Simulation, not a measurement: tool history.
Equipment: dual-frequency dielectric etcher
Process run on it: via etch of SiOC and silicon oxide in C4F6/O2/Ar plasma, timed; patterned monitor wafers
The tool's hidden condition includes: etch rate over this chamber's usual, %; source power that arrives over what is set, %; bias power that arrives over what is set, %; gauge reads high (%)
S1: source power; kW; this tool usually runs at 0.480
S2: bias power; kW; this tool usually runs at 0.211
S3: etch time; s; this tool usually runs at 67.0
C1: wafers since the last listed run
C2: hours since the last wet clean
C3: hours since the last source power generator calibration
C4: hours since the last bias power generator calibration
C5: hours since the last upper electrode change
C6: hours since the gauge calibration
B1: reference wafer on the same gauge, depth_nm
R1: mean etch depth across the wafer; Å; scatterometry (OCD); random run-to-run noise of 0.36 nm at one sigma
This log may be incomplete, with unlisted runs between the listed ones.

run   hour     S1     S2    S3    C1     C2      C3      C4      C5     C6    B1    R1
  1    0.0  0.480  0.211  78.5     0  188.6  2280.2  2045.5  5420.9  414.7  96.9   985
  2   69.4  0.480  0.211  78.5   985  258.0  2349.6  2114.9  5490.3  484.1  96.7   987
  3  140.2  0.480  0.211  67.0  1004  328.8  2420.4  2185.7  5561.1  554.9  96.8   849
     201.6  -- wet clean of the chamber
  4  202.1  0.430  0.211  67.0   537    0.5  2482.3  2247.6  5623.0  616.8  96.8   782
  5  214.1  0.430  0.211  67.0   170   12.5  2494.3  2259.6  5635.0  628.8  96.8   784
  6  260.9  0.430  0.211  67.0   664   59.3  2541.1  2306.4  5681.8  675.6  96.8   793
  7  315.8  0.400  0.211  67.0   779  114.2  2596.0  2361.3  5736.7  730.5  96.9   771
  8  379.3  0.400  0.211  67.0   901  177.7  2659.5  2424.8  5800.2  794.0  96.7   780
     452.9  -- source power generator calibrated
  9  453.4  0.590  0.162  67.0   995  251.8     0.5  2498.9  5874.3  868.1  96.8   845
     487.1  -- bias power generator calibrated
 10  493.8  0.390  0.255  79.5   516  292.2    40.9     6.7  5914.7  908.5  96.8   988
 11  519.2  0.400  0.236  79.5   360  317.6    66.3    32.1  5940.1  933.9  96.7   982
     538.4  -- gauge calibrated
     565.5  -- wet clean of the chamber
     571.0  -- upper electrode replaced
 12  573.8  0.480  0.182  72.5   356    8.3   120.9    86.7     2.8   35.4  96.8   843
 13  627.4  0.370  0.211  67.0   760   61.9   174.5   140.3    56.4   89.0  96.8   743
 14  651.9  0.480  0.211  84.0   347   86.4   199.0   164.8    80.9  113.5  96.9  1033
 15  698.2  0.480  0.211  67.0   657  132.7   245.3   211.1   127.2  159.8  96.8   828
 16  759.2  0.480  0.196  67.0   865  193.7   306.3   272.1   188.2  220.8  96.7   814

Forecast each of these 5 alternatives for the next run:
  A  759.6  0.480  0.179  67.0   5  194.1  306.7  272.5  188.6  221.2   ?   ?
  B  759.6  0.420  0.225  67.0   5  194.1  306.7  272.5  188.6  221.2   ?   ?
  C  759.6  0.360  0.181  67.0   5  194.1  306.7  272.5  188.6  221.2   ?   ?
  D  759.6  0.570  0.211  59.5   5  194.1  306.7  272.5  188.6  221.2   ?   ?
  E  759.6  0.480  0.166  78.0   5  194.1  306.7  272.5  188.6  221.2   ?   ?

run    B1   R1
  A  96.8  801
  B  96.8  816
  C  96.8  718
  D  96.8  799
  E  96.8  912
Without the tool's hidden state the same runs would have given:
run   R1
  A  785
  B  799
  C  704
  D  783
  E  894

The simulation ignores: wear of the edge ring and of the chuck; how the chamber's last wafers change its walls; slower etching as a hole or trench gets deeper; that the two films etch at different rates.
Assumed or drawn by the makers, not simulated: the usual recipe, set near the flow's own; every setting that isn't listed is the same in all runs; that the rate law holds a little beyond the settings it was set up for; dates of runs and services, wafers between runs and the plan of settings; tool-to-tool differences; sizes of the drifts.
